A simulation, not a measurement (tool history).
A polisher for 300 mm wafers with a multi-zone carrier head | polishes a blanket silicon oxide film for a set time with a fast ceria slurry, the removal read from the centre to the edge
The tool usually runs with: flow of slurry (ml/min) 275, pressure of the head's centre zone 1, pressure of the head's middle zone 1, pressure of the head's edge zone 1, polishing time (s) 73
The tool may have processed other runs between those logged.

run	day	flow of slurry (ml/min)	pressure of the head's centre zone	pressure of the head's middle zone	pressure of the head's edge zone	polishing time (s)	wafers since the last listed run	wafers polished on this pad	hours since the slurry nozzle was cleaned	hours since the centre zone pressure was calibrated	hours since the edge zone pressure was calibrated	hours since the carrier head's membrane was replaced	incoming thickness of the incoming film, nm	film removed at the wafer's centre (Å)	film removed at mid-radius (Å)	film removed at the wafer's edge (Å)
1	0	275	1	1	1	73	0	1835	78.2	780.3	929.3	175.9	1753.5	6275	6206	6186
2	2.517	275	0.94	1.08	1	73	491	2326	138.6	840.7	989.7	236.3	1766.1	6004	6656	6186
# day 3.925: edge zone pressure recalibrated
3	4.442	325	1	1	0.93	47	359	2686	184.8	886.9	12.4	282.5	1742.4	4064	4057	3967
# day 5.012: centre zone pressure recalibrated
4	6.7	275	0.88	0.92	1.09	73	424	3110	239	40.5	66.6	336.7	1739.1	5699	5894	6576
5	8.075	345	1	0.88	1	98	268	3378	272	73.5	99.6	369.7	1747.2	8544	7676	8438
6	10.254	335	1	1	0.91	73	425	3803	324.3	125.8	151.9	422	1742.9	6340	6348	6198
7	12.054	275	1	1	1	73	351	4155	367.5	169	195.1	465.2	1752.3	6265	6298	6208
# day 14.692: worn pad replaced by a new one
8	14.842	275	1	0.97	1	73	511	29	434.4	235.9	262	532.1	1778.4	6219	6147	6296
9	17.675	275	1	1	1	73	552	582	502.4	303.9	330	600.1	1776.3	6263	6220	6137
# day 19.2: carrier head's membrane replaced by a new one
10	20.088	275	1	1	1	73	430	1012	560.3	361.8	387.9	21.3	1755.3	6255	6254	6280
# day 20.133: slurry nozzle cleaned
11	21.279	275	0.97	1	1	73	224	1236	27.5	390.4	416.5	49.9	1777.4	6194	6263	6194
12	22.933	315	0.89	1	1	86	322	1559	67.2	430.1	456.2	89.6	1742.2	6751	7448	7358
13	27.283	275	1.12	1	1	73	848	2407	171.6	534.5	560.6	194	1777.5	6813	6288	6193
14	29.467	275	1	1	1	73	425	2833	224	586.9	613	246.4	1738.6	6302	6260	6160
15	32.283	275	1	1	1.06	73	549	3383	291.6	654.5	680.6	314	1732.7	6160	6305	6420
# day 34.546: worn pad replaced by a new one
16	34.925	330	1.08	1	1.12	73	482	73	355	717.9	744	377.4	1753.2	6668	6342	6523
17	36.95	340	1	1	1.05	73	395	468	403.6	766.5	792.6	426	1734.4	6332	6360	6511
18	38.908	275	1	1	1	73	382	850	450.6	813.5	839.6	473	1720.6	6274	6221	6252
# day 39.871: slurry nozzle cleaned
19	40.633	275	0.95	1.09	1	73	328	1179	18.3	854.9	881	514.4	1765.1	6087	6702	6248
# day 41.938: edge zone pressure recalibrated
20	42.808	315	1	0.94	1.03	73	408	1587	70.5	907.1	20.9	566.6	1755	6323	6001	6483
21	43.988	275	0.94	1.04	0.9	90	230	1817	98.8	935.4	49.2	594.9	1752.7	7370	7927	7516

Branching from run 21: 5 alternative next runs. What would each branch give?
A	44.004	275	1	1	1	73	3	1820	99.2	935.8	49.6	595.3	1749.4	?	?	?
B	44.004	200	0.93	1	1	73	3	1820	99.2	935.8	49.6	595.3	1749.4	?	?	?
C	44.004	275	1	1	1	64	3	1820	99.2	935.8	49.6	595.3	1749.4	?	?	?
D	44.004	310	1	1.04	1.11	59	3	1820	99.2	935.8	49.6	595.3	1749.4	?	?	?
E	44.004	200	1	1	1	80	3	1820	99.2	935.8	49.6	595.3	1749.4	?	?	?

run	film removed at the wafer's centre (Å)	film removed at mid-radius (Å)	film removed at the wafer's edge (Å)
A	6216	6242	6274
B	5712	6066	6139
C	5449	5473	5501
D	5079	5266	5343
E	6596	6646	6727
The same runs, with their run-to-run variation unchanged, on a tool lacking any hidden condition would have given:
run	film removed at the wafer's centre (Å)	film removed at mid-radius (Å)	film removed at the wafer's edge (Å)
A	6216	6242	6274
B	5712	6066	6139
C	5449	5473	5501
D	5079	5266	5343
E	6596	6646	6727

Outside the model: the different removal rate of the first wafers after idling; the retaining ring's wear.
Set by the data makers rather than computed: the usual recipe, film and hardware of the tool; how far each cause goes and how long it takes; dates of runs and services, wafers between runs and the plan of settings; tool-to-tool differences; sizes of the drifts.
